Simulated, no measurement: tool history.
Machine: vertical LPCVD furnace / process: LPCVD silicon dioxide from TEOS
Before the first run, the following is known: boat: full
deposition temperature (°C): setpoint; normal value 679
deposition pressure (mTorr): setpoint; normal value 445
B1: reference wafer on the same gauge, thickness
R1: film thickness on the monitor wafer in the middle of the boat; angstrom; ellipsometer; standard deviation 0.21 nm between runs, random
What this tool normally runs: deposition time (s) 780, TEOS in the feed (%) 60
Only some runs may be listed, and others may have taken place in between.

run 1 hour=0 | deposition_temperature_(°C)=679 deposition_pressure_(mTorr)=445 deposition_time_(s)=600 TEOS_in_the_feed_(%)=60 | B1=48.36 | R1=504.8
run 2 hour=34.3 | deposition_temperature_(°C)=679 deposition_pressure_(mTorr)=445 deposition_time_(s)=900 TEOS_in_the_feed_(%)=60 | B1=48.44 | R1=760.8
run 3 hour=61.4 | deposition_temperature_(°C)=679 deposition_pressure_(mTorr)=445 deposition_time_(s)=900 TEOS_in_the_feed_(%)=60 | B1=48.37 | R1=760.7
run 4 hour=86 | deposition_temperature_(°C)=671 deposition_pressure_(mTorr)=445 deposition_time_(s)=780 TEOS_in_the_feed_(%)=60 | B1=48.43 | R1=544.7
run 5 hour=103.8 | deposition_temperature_(°C)=671 deposition_pressure_(mTorr)=445 deposition_time_(s)=780 TEOS_in_the_feed_(%)=60 | B1=48.36 | R1=543.5
run 6 hour=125.8 | deposition_temperature_(°C)=679 deposition_pressure_(mTorr)=445 deposition_time_(s)=840 TEOS_in_the_feed_(%)=60 | B1=48.42 | R1=714.2
run 7 hour=160.3 | deposition_temperature_(°C)=679 deposition_pressure_(mTorr)=370 deposition_time_(s)=780 TEOS_in_the_feed_(%)=60 | B1=48.37 | R1=600.1
run 8 hour=182.7 | deposition_temperature_(°C)=679 deposition_pressure_(mTorr)=490 deposition_time_(s)=930 TEOS_in_the_feed_(%)=60 | B1=48.39 | R1=827.6
-- hour=224.6 TEOS flow controller replaced
run 9 hour=225.1 | deposition_temperature_(°C)=679 deposition_pressure_(mTorr)=490 deposition_time_(s)=930 TEOS_in_the_feed_(%)=60 | B1=48.43 | R1=823.7
-- hour=250.8 gauge calibrated
run 10 hour=251 | deposition_temperature_(°C)=679 deposition_pressure_(mTorr)=385 deposition_time_(s)=780 TEOS_in_the_feed_(%)=57 | B1=48.37 | R1=598.3
run 11 hour=281.9 | deposition_temperature_(°C)=679 deposition_pressure_(mTorr)=445 deposition_time_(s)=780 TEOS_in_the_feed_(%)=60 | B1=48.34 | R1=663
run 12 hour=299.7 | deposition_temperature_(°C)=690 deposition_pressure_(mTorr)=380 deposition_time_(s)=780 TEOS_in_the_feed_(%)=60 | B1=48.41 | R1=794.4
run 13 hour=316.9 | deposition_temperature_(°C)=671 deposition_pressure_(mTorr)=445 deposition_time_(s)=780 TEOS_in_the_feed_(%)=60 | B1=48.36 | R1=544.4
run 14 hour=351.5 | deposition_temperature_(°C)=669 deposition_pressure_(mTorr)=535 deposition_time_(s)=480 TEOS_in_the_feed_(%)=60 | B1=48.38 | R1=346.9
run 15 hour=373 | deposition_temperature_(°C)=679 deposition_pressure_(mTorr)=390 deposition_time_(s)=780 TEOS_in_the_feed_(%)=55 | B1=48.4 | R1=590.5
-- hour=406.5 thermocouples replaced and temperature profile calibrated
run 16 hour=447.2 | deposition_temperature_(°C)=691 deposition_pressure_(mTorr)=475 deposition_time_(s)=780 TEOS_in_the_feed_(%)=60 | B1=48.39 | R1=839.5
run 17 hour=475.4 | deposition_temperature_(°C)=679 deposition_pressure_(mTorr)=545 deposition_time_(s)=780 TEOS_in_the_feed_(%)=60 | B1=48.39 | R1=673
run 18 hour=501.1 | deposition_temperature_(°C)=679 deposition_pressure_(mTorr)=445 deposition_time_(s)=630 TEOS_in_the_feed_(%)=55 | B1=48.39 | R1=468.3
-- hour=534.9 pressure gauge zeroed
run 19 hour=584 | deposition_temperature_(°C)=691 deposition_pressure_(mTorr)=445 deposition_time_(s)=780 TEOS_in_the_feed_(%)=60 | B1=48.45 | R1=820.1
run 20 hour=606.7 | deposition_temperature_(°C)=679 deposition_pressure_(mTorr)=550 deposition_time_(s)=630 TEOS_in_the_feed_(%)=60 | B1=48.4 | R1=547.4
run 21 hour=619.7 | deposition_temperature_(°C)=679 deposition_pressure_(mTorr)=555 deposition_time_(s)=780 TEOS_in_the_feed_(%)=60 | B1=48.44 | R1=680.6
run 22 hour=647.6 | deposition_temperature_(°C)=679 deposition_pressure_(mTorr)=385 deposition_time_(s)=780 TEOS_in_the_feed_(%)=57 | B1=48.39 | R1=557.7
run 23 hour=672.5 | deposition_temperature_(°C)=679 deposition_pressure_(mTorr)=375 deposition_time_(s)=990 TEOS_in_the_feed_(%)=52 | B1=48.4 | R1=662.8

Each row is a separate what-if for the run after 23, all from the same tool condition, not one after another. Results?
run A hour=675.8 | deposition_temperature_(°C)=679 deposition_pressure_(mTorr)=445 deposition_time_(s)=780 TEOS_in_the_feed_(%)=70 | B1=? | R1=?
run B hour=675.8 | deposition_temperature_(°C)=679 deposition_pressure_(mTorr)=335 deposition_time_(s)=780 TEOS_in_the_feed_(%)=60 | B1=? | R1=?
run C hour=675.8 | deposition_temperature_(°C)=679 deposition_pressure_(mTorr)=445 deposition_time_(s)=600 TEOS_in_the_feed_(%)=64 | B1=? | R1=?
run D hour=675.8 | deposition_temperature_(°C)=679 deposition_pressure_(mTorr)=480 deposition_time_(s)=600 TEOS_in_the_feed_(%)=60 | B1=? | R1=?
run E hour=675.8 | deposition_temperature_(°C)=690 deposition_pressure_(mTorr)=445 deposition_time_(s)=780 TEOS_in_the_feed_(%)=60 | B1=? | R1=?

run=A B1=48.45 R1=665.1
run=B B1=48.45 R1=534.3
run=C B1=48.45 R1=489.2
run=D B1=48.45 R1=492
run=E B1=48.45 R1=801.6
Take away the tool's hidden state, keep each run's random variation, and the runs would have read:
run=A R1=646.5
run=B R1=519.3
run=C R1=475.5
run=D R1=478.2
run=E R1=779.6
